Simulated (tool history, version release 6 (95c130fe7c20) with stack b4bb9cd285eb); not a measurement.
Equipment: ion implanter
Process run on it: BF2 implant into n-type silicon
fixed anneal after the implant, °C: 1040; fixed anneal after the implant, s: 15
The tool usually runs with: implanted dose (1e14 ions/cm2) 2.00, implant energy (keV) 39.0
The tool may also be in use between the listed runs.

run	day	implanted dose (1e14 ions/cm2)	implant energy (keV)	wafers since the last listed run	hours since the last dose calibration	hours since the extraction supply was calibrated	hours since the gauge calibration	read-back reference wafer on the same gauge, sheet resistance	sheet resistance of the implanted and annealed layer (ohm/square)
1	0.000	2.00	39.0	0	1670.3	3121.3	142.9	428.48	517.75
2	0.667	1.80	39.0	240	1686.3	3137.3	158.9	427.85	570.40
3	1.588	1.80	39.0	332	1708.4	3159.4	181.0	428.23	568.09
4	3.029	2.00	39.0	520	1743.0	3194.0	215.6	427.45	520.22
5	3.671	2.00	39.0	231	1758.4	3209.4	231.0	427.67	518.22
6	4.738	1.56	39.0	384	1784.0	3235.0	256.6	428.28	641.15
7	5.267	1.56	39.0	190	1796.7	3247.7	269.3	428.20	637.56
8	6.283	1.64	39.0	366	1821.1	3272.1	293.7	427.70	619.97
9	7.783	1.64	39.0	541	1857.1	3308.1	329.7	428.33	616.53
10	8.504	2.00	45.0	260	1874.4	3325.4	347.0	428.00	516.04
11	9.438	2.00	45.0	336	1896.8	3347.8	369.4	428.00	509.48
12	10.217	2.17	39.0	281	1915.5	3366.5	388.1	427.52	486.71
13	10.796	2.00	39.0	208	1929.4	3380.4	402.0	428.34	526.30
# day 12.650: gauge calibrated
# day 12.833: extraction supply calibrated
14	13.567	1.57	43.5	879	1995.9	17.6	22.0	426.98	626.80
15	15.021	2.00	39.0	524	2030.8	52.5	56.9	427.61	519.81
# day 16.038: Faraday cup replaced and dose calibrated
16	16.058	2.00	26.0	254	0.5	77.4	81.8	427.94	551.15
17	16.938	2.30	39.0	317	21.6	98.5	102.9	427.79	467.69
18	17.692	1.69	48.0	272	39.7	116.6	121.0	428.03	587.78
19	18.746	2.00	31.5	380	65.0	141.9	146.3	427.93	539.24
20	19.262	2.00	45.0	186	77.4	154.3	158.7	427.60	514.13
21	19.917	2.39	42.5	235	93.1	170.0	174.4	427.86	444.52
22	20.579	2.00	39.0	238	109.0	185.9	190.3	428.12	522.81
23	22.042	2.24	27.0	527	144.1	221.0	225.4	428.49	499.27
24	23.408	2.00	31.5	493	176.9	253.8	258.2	427.54	534.95
25	24.250	2.00	44.5	303	197.1	274.0	278.4	428.29	514.92
26	25.492	2.18	45.0	447	226.9	303.8	308.2	428.49	478.62

Consider 5 possible next runs. They are alternatives, not a sequence: every one starts from the tool as it was left by run 26. What does each give?
A	25.508	2.00	39.0	6	227.3	304.2	308.6	?	?
B	25.508	2.58	39.0	6	227.3	304.2	308.6	?	?
C	25.508	2.25	28.0	6	227.3	304.2	308.6	?	?
D	25.508	1.76	34.0	6	227.3	304.2	308.6	?	?
E	25.508	2.00	49.5	6	227.3	304.2	308.6	?	?

run	read-back reference wafer on the same gauge, sheet resistance	sheet resistance of the implanted and annealed layer (ohm/square)
A	427.90	522.08
B	427.90	422.84
C	427.90	491.76
D	427.90	589.67
E	427.90	506.99
Without the tool's hidden state the same runs would have given:
run	sheet resistance of the implanted and annealed layer (ohm/square)
A	522.08
B	422.84
C	491.76
D	589.67
E	506.99

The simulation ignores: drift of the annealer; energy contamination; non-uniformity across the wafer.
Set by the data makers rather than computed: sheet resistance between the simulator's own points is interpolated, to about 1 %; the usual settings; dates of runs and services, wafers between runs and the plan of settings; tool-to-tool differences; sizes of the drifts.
